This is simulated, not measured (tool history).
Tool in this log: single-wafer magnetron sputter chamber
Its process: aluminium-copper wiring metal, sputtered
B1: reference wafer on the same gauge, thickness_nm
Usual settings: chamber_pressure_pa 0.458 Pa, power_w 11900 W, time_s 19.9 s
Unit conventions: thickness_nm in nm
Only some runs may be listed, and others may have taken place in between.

Run 1, day 0: usual settings; B1 479.213. Result: thickness_nm 404.587 nm.
Run 2, day 2.088: usual settings; B1 479.822. Result: thickness_nm 402.759 nm.
Run 3, day 6.029: usual settings but chamber_pressure_pa 0.511 Pa, power_w 12750 W; B1 480.114. Result: thickness_nm 418.828 nm.
Run 4, day 8.05: usual settings; B1 479.71. Result: thickness_nm 413.679 nm.
Run 5, day 10.854: usual settings but power_w 10300 W; B1 479.85. Result: thickness_nm 351.635 nm.
Run 6, day 12.625: usual settings but power_w 10300 W; B1 479.833. Result: thickness_nm 347.923 nm.
Run 7, day 14.079: usual settings; B1 480.548. Result: thickness_nm 394.331 nm.
Run 8, day 15.312: usual settings but chamber_pressure_pa 0.344 Pa; B1 479.901. Result: thickness_nm 422.831 nm.
Run 9, day 18.233: usual settings; B1 480.739. Result: thickness_nm 421.88 nm.
Run 10, day 20: usual settings; B1 479.952. Result: thickness_nm 414.182 nm.
Run 11, day 21.512: usual settings; B1 480.214. Result: thickness_nm 410.717 nm.
Run 12, day 24.058: usual settings but power_w 13650 W; B1 479.628. Result: thickness_nm 468.297 nm.
Run 13, day 25.725: usual settings but chamber_pressure_pa 0.586 Pa, power_w 14550 W; B1 480.177. Result: thickness_nm 493.806 nm.
Run 14, day 28.183: usual settings; B1 480.463. Result: thickness_nm 410.792 nm.
Run 15, day 31.062: usual settings but chamber_pressure_pa 0.536 Pa; B1 479.766. Result: thickness_nm 391.724 nm.
Run 16, day 33.696: usual settings but power_w 9000 W, time_s 17.4 s; B1 479.853. Result: thickness_nm 267.694 nm.
Run 17, day 34.929: usual settings but chamber_pressure_pa 0.341 Pa, time_s 18.7 s; B1 479.776. Result: thickness_nm 401.67 nm.
Run 18, day 37.779: usual settings but chamber_pressure_pa 0.349 Pa, power_w 10800 W, time_s 18.9 s; B1 479.577. Result: thickness_nm 380.531 nm.
Run 19, day 39.133: usual settings but power_w 10850 W, time_s 16.1 s; B1 480.429. Result: thickness_nm 303.514 nm.
Run 20, day 40.371: usual settings but chamber_pressure_pa 0.632 Pa, power_w 9900 W, time_s 17.3 s; B1 479.758. Result: thickness_nm 271.899 nm.
Run 21, day 42.533: usual settings but time_s 21.9 s; B1 480.417. Result: thickness_nm 442.755 nm.
Run 22, day 44.538: usual settings but power_w 13250 W, time_s 21.4 s; B1 480.282. Result: thickness_nm 502.889 nm.
Run 23, day 46.592: usual settings; B1 480.229. Result: thickness_nm 412.97 nm.
Run 24, day 48.7: usual settings but power_w 10750 W; B1 479.765. Result: thickness_nm 364.729 nm.

Missing from the log above: 8 entries noted between runs. For each, name the pair of listed runs it sits between and say how the tool's hidden condition differs from the listed run just before to the listed run just after:
After run 3, before run 4: sputter target and shields replaced (day 6.479)
  deposition rate above that of a new target (%): -5.94 -> -2.58; true argon pressure above the setpoint (%): 5.85 -> 6.82
  the result without the hidden state subtracted from the measured one, thickness_nm: -32.403 -> -16.998 nm
After run 8, before run 9: sputter target and shields replaced (day 16.642); capacitance manometer re-zeroed and calibrated (day 17.162)
  deposition rate above that of a new target (%): -5.62 -> -2.17; true argon pressure above the setpoint (%): 10.8 -> 0.093
  the result without the hidden state subtracted from the measured one, thickness_nm: -33.248 -> -9.429 nm
After run 9, before run 10: gauge calibrated (day 18.496)
  deposition rate above that of a new target (%): -2.17 -> -3.59; true argon pressure above the setpoint (%): 0.093 -> 0.147
  the result without the hidden state subtracted from the measured one, thickness_nm: -9.429 -> -15.543 nm
After run 12, before run 13: sputter target and shields replaced (day 25.704)
  deposition rate above that of a new target (%): -4.99 -> -0.52; true argon pressure above the setpoint (%): 0.457 -> 0.66
  the result without the hidden state subtracted from the measured one, thickness_nm: -25.057 -> -3.407 nm
After run 15, before run 16: magnet pack replaced (day 32.975)
  deposition rate above that of a new target (%): -4.95 -> -5.54; true argon pressure above the setpoint (%): 1.6 -> 2.23
  the result without the hidden state subtracted from the measured one, thickness_nm: -21.943 -> -17.004 nm
After run 17, before run 18: sputter target and shields replaced (day 35.525)
  deposition rate above that of a new target (%): -5.69 -> -3.16; true argon pressure above the setpoint (%): 2.56 -> 3.42
  the result without the hidden state subtracted from the measured one, thickness_nm: -26.011 -> -14.681 nm
After run 21, before run 22: sputter target and shields replaced (day 44.288)
  deposition rate above that of a new target (%): -5.28 -> -0.74; true argon pressure above the setpoint (%): 5.14 -> 5.97
  the result without the hidden state subtracted from the measured one, thickness_nm: -29.695 -> -10.051 nm

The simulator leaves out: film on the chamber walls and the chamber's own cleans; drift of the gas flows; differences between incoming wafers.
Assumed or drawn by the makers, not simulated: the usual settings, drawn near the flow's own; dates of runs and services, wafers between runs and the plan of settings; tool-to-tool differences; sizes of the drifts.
